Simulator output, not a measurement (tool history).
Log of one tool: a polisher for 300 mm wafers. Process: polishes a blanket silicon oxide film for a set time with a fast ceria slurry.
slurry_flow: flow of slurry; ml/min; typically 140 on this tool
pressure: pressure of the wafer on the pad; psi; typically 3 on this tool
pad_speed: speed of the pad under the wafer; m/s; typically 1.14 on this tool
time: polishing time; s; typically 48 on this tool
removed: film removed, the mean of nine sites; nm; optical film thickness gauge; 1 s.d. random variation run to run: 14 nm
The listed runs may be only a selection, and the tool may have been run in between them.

run,hour,slurry_flow,pressure,pad_speed,time,wafers since the last listed run,wafers polished on this pad,hours since the slurry nozzle was cleaned,hours since the head pressure was calibrated,"incoming thickness of the incoming film, nm",removed
1,0,140,3,1.4,48,0,1493,148,749.2,2560.2,1152.3
2,35.3,140,3,1.4,48,337,1831,183.3,784.5,2586.3,1130.4
# hour 56.3: head pressure recalibrated
# hour 100.2: worn pad replaced by a new one
3,100.7,140,3,1.14,48,568,4,248.7,44.4,2534.9,1008.7
4,152.1,140,3,1.14,48,491,496,300.1,95.8,2509.3,937.3
5,207.2,140,2.3,1.14,48,527,1023,355.2,150.9,2580.6,779.4
6,252.2,140,3,0.84,48,430,1453,400.2,195.9,2557.8,699.9
# hour 292.6: worn pad replaced by a new one
7,310.3,140,3,0.84,48,517,169,458.3,254,2551.1,648
8,335.9,140,3,0.84,48,244,414,483.9,279.6,2512.6,640.1
9,401.5,140,3,1.14,48,627,1042,549.5,345.2,2592.1,859.1
10,460.3,140,3,1.14,48,562,1604,608.3,404,2509.3,839.4
11,520.5,140,3,1.14,48,575,2180,668.5,464.2,2552.9,832.5
# hour 560.5: worn pad replaced by a new one, repeated, since the last time left the tool worse
12,561.3,140,2.8,1.14,48,352,7,709.3,505,2582.6,936.9
# hour 566.7: slurry nozzle cleaned
13,665.7,185,3.3,1.14,48,989,996,99,609.4,2560.2,1099.2
14,715.7,120,3,1.14,48,478,1475,149,659.4,2584.6,909.7
15,743.7,140,3.5,1.5,48,267,1742,177,687.4,2542.2,1414.6
# hour 789.6: worn pad replaced by a new one
16,793.9,140,2.1,1.14,48,441,41,227.2,737.6,2551.8,735.9
17,840.6,140,3,1.14,48,446,487,273.9,784.3,2561.5,964.7
18,880.1,140,3,1.14,48,377,865,313.4,823.8,2565.2,954.4
# hour 895.6: head pressure recalibrated
19,947.3,170,2.6,1.14,48,623,1489,380.6,51.7,2543.4,865.5
20,974.5,140,2.2,0.76,64,260,1749,407.8,78.9,2565,631.4
# hour 1011.2: worn pad replaced by a new one
21,1011.7,140,3,1.14,48,317,4,445,116.1,2547.5,1004.4
22,1036.2,90,3,1.46,48,234,238,469.5,140.6,2549.1,1108.5
23,1095.4,140,3.3,1.48,63,566,805,528.7,199.8,2525.6,1768.6
24,1124.5,180,2.1,1.38,48,278,1083,557.8,228.9,2593.9,880.5

How the hidden state differs across the entries between the runs, from the last listed run before each to the first after it:
Between runs 2 and 3: head pressure recalibrated (hour 56.3); worn pad replaced by a new one (hour 100.2)
  removal rate lost through wear of the pad, %: 6.38 -> 0.694
  measured result minus the result with no hidden state, removed: -77 -> -7.1 nm
Between runs 6 and 7: worn pad replaced by a new one (hour 292.6)
  removal rate lost through wear of the pad, %: 6.05 -> 10.9
  measured result minus the result with no hidden state, removed: -45.1 -> -79.1 nm
Between runs 11 and 12: worn pad replaced by a new one, repeated, since the last time left the tool worse (hour 560.5)
  removal rate lost through wear of the pad, %: 15.5 -> 0.0945
  measured result minus the result with no hidden state, removed: -152.5 -> -0.9 nm
Between runs 12 and 13: slurry nozzle cleaned (hour 566.7)
  removal rate lost through wear of the pad, %: 0.0945 -> 4.72
  measured result minus the result with no hidden state, removed: -0.9 -> -54.3 nm
Between runs 15 and 16: worn pad replaced by a new one (hour 789.6)
  removal rate lost through wear of the pad, %: 5.7 -> 0.833
  measured result minus the result with no hidden state, removed: -85.5 -> -6.2 nm
Between runs 18 and 19: head pressure recalibrated (hour 895.6)
  removal rate lost through wear of the pad, %: 4.84 -> 5.94
  measured result minus the result with no hidden state, removed: -48.6 -> -54.7 nm
Between runs 20 and 21: worn pad replaced by a new one (hour 1011.2)
  removal rate lost through wear of the pad, %: 6.17 -> 0.0645
  measured result minus the result with no hidden state, removed: -41.5 -> -0.7 nm
